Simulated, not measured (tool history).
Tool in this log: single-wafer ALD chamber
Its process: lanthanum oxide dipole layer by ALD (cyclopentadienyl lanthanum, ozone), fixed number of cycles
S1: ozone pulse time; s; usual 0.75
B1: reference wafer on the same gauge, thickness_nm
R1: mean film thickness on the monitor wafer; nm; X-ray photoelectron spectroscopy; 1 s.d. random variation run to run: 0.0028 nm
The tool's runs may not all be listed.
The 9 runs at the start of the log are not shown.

Run 10, hour 444.4: usual settings but S1 0.66 s; B1 0.39. Result: R1 0.441 nm.
Run 11, hour 504.7: usual settings but S1 0.66 s; B1 0.39. Result: R1 0.444 nm.
Run 12, hour 534.3: usual settings but S1 0.98 s; B1 0.39. Result: R1 0.52 nm.
Run 13, hour 592.8: usual settings but S1 0.98 s; B1 0.391. Result: R1 0.516 nm.
Run 14, hour 664.5: usual settings but S1 0.98 s; B1 0.389. Result: R1 0.517 nm.
Run 15, hour 707.2: usual settings but S1 0.94 s; B1 0.39. Result: R1 0.509 nm.
Run 16, hour 737.6: usual settings but S1 0.94 s; B1 0.389. Result: R1 0.514 nm.
At hour 787.7: showerhead replaced.
At hour 800.8: thermocouple changed; heater temperature recalibrated.
Run 17, hour 803.8: usual settings but S1 0.49 s; B1 0.39. Result: R1 0.358 nm.
Run 18, hour 851.6: usual settings but S1 0.84 s; B1 0.39. Result: R1 0.478 nm.
At hour 871.1: ozone generator serviced.
At hour 900.1: gauge calibrated.
Run 19, hour 900.8: usual settings but S1 1 s; B1 0.39. Result: R1 0.528 nm.
Run 20, hour 944.1: usual settings but S1 0.62 s; B1 0.389. Result: R1 0.429 nm.
Run 21, hour 993: usual settings; B1 0.39. Result: R1 0.47 nm.
Run 22, hour 1042.9: usual settings but S1 0.6 s; B1 0.389. Result: R1 0.416 nm.
Run 23, hour 1105.9: usual settings but S1 0.95 s; B1 0.389. Result: R1 0.514 nm.
Run 24, hour 1170.5: usual settings but S1 0.51 s; B1 0.389. Result: R1 0.377 nm.
Run 25, hour 1233.9: usual settings but S1 0.96 s; B1 0.39. Result: R1 0.517 nm.
Run 26, hour 1266.3: usual settings but S1 0.54 s; B1 0.39. Result: R1 0.385 nm.
Run 27, hour 1309.8: usual settings; B1 0.39. Result: R1 0.461 nm.
Run 28, hour 1364.9: usual settings but S1 1.04 s; B1 0.391. Result: R1 0.524 nm.
Run 29, hour 1392.6: usual settings but S1 0.61 s; B1 0.391. Result: R1 0.413 nm.
At hour 1449.8: ozone generator serviced.
Run 30, hour 1453.9: usual settings but S1 0.83 s; B1 0.39. Result: R1 0.496 nm.
Run 31, hour 1520.5: usual settings but S1 0.89 s; B1 0.391. Result: R1 0.505 nm.
Run 32, hour 1643.8: usual settings but S1 0.95 s; B1 0.39. Result: R1 0.511 nm.

Consider 3 possible next runs. They are alternatives, not a sequence: every one starts from the tool as it was left by run 32. What does each give?
Run A, hour 1644.2: usual settings; B1 ?. Result: R1 ?.
Run B, hour 1644.2: usual settings but S1 0.55 s; B1 ?. Result: R1 ?.
Run C, hour 1644.2: usual settings but S1 0.65 s; B1 ?. Result: R1 ?.

run    B1     R1
  A  0.39  0.475
  B  0.39  0.403
  C  0.39  0.443
Take away the tool's hidden state, keep each run's random variation, and the runs would have read:
run     R1
  A  0.481
  B   0.41
  C  0.449
